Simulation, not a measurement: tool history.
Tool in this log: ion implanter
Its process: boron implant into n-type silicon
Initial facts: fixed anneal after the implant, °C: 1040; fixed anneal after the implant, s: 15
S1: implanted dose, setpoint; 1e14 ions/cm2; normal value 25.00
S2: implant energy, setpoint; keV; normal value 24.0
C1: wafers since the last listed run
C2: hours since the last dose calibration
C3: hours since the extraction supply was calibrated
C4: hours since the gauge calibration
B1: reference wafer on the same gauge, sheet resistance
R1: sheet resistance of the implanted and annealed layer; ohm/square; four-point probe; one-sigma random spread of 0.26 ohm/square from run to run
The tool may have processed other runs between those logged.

run,hour,S1,S2,C1,C2,C3,C4,B1,R1
1,0.0,29.26,24.0,0,928.5,2588.3,540.2,66.01,53.96
2,39.9,25.00,24.0,717,968.4,2628.2,580.1,66.07,58.15
3,78.5,25.00,24.0,694,1007.0,2666.8,618.7,66.09,57.75
# hour 98.4: gauge calibrated
4,143.1,25.00,24.0,1161,1071.6,2731.4,44.7,65.97,57.97
5,168.3,25.00,24.0,453,1096.8,2756.6,69.9,66.01,57.47
6,231.9,25.00,24.0,1143,1160.4,2820.2,133.5,65.85,57.16
7,255.9,25.00,24.0,431,1184.4,2844.2,157.5,65.95,57.73
8,282.6,25.00,18.0,480,1211.1,2870.9,184.2,66.03,62.49
9,307.3,25.00,18.0,444,1235.8,2895.6,208.9,65.94,62.78
10,361.4,25.00,18.0,972,1289.9,2949.7,263.0,66.15,63.04
11,391.1,22.11,24.0,534,1319.6,2979.4,292.7,66.04,61.42
# hour 411.8: Faraday cup replaced and dose calibrated
12,475.8,22.11,24.0,1379,64.0,3064.1,377.4,66.00,63.24
13,504.7,30.72,24.0,519,92.9,3093.0,406.3,65.97,53.01
14,530.2,25.00,24.0,458,118.4,3118.5,431.8,66.06,58.76
15,567.2,20.75,24.0,665,155.4,3155.5,468.8,66.07,65.96
16,593.9,25.00,24.0,480,182.1,3182.2,495.5,66.05,58.50
17,652.3,28.29,28.5,1050,240.5,3240.6,553.9,66.19,52.54
18,697.6,25.00,24.0,814,285.8,3285.9,599.2,65.86,58.52
19,730.2,25.00,17.5,586,318.4,3318.5,631.8,66.04,64.65
20,779.2,18.75,24.0,881,367.4,3367.5,680.8,66.01,71.20
# hour 789.8: gauge calibrated
# hour 809.4: extraction supply calibrated
21,831.0,28.65,20.0,787,419.2,21.6,41.2,65.93,58.34
22,872.9,21.83,18.5,753,461.1,63.5,83.1,65.87,68.00
23,939.5,25.00,24.0,1197,527.7,130.1,149.7,65.88,58.59
24,964.7,19.02,27.5,453,552.9,155.3,174.9,65.97,67.63
25,1028.3,25.00,24.0,1143,616.5,218.9,238.5,66.03,58.65

What differs in the tool's unlogged condition from the final listed run ahead of each entry between runs to the first listed run following it?
Runs 3 to 4: gauge calibrated (hour 98.4)
  deviation of the true dose from the Faraday cup's reading, %: 2.83 -> 3.22
  difference, measured minus the result without the unlogged condition, R1: -0.91 -> -1.04 ohm/square
Runs 11 to 12: Faraday cup replaced and dose calibrated (hour 411.8)
  deviation of the true dose from the Faraday cup's reading, %: 4.9 -> -0.199
  difference, measured minus the result without the unlogged condition, R1: -1.88 -> +0.09 ohm/square
Runs 20 to 21: gauge calibrated (hour 789.8); extraction supply calibrated (hour 809.4)
  deviation of the true dose from the Faraday cup's reading, %: 0.174 -> 0.289
  difference, measured minus the result without the unlogged condition, R1: -0.09 -> -0.06 ohm/square

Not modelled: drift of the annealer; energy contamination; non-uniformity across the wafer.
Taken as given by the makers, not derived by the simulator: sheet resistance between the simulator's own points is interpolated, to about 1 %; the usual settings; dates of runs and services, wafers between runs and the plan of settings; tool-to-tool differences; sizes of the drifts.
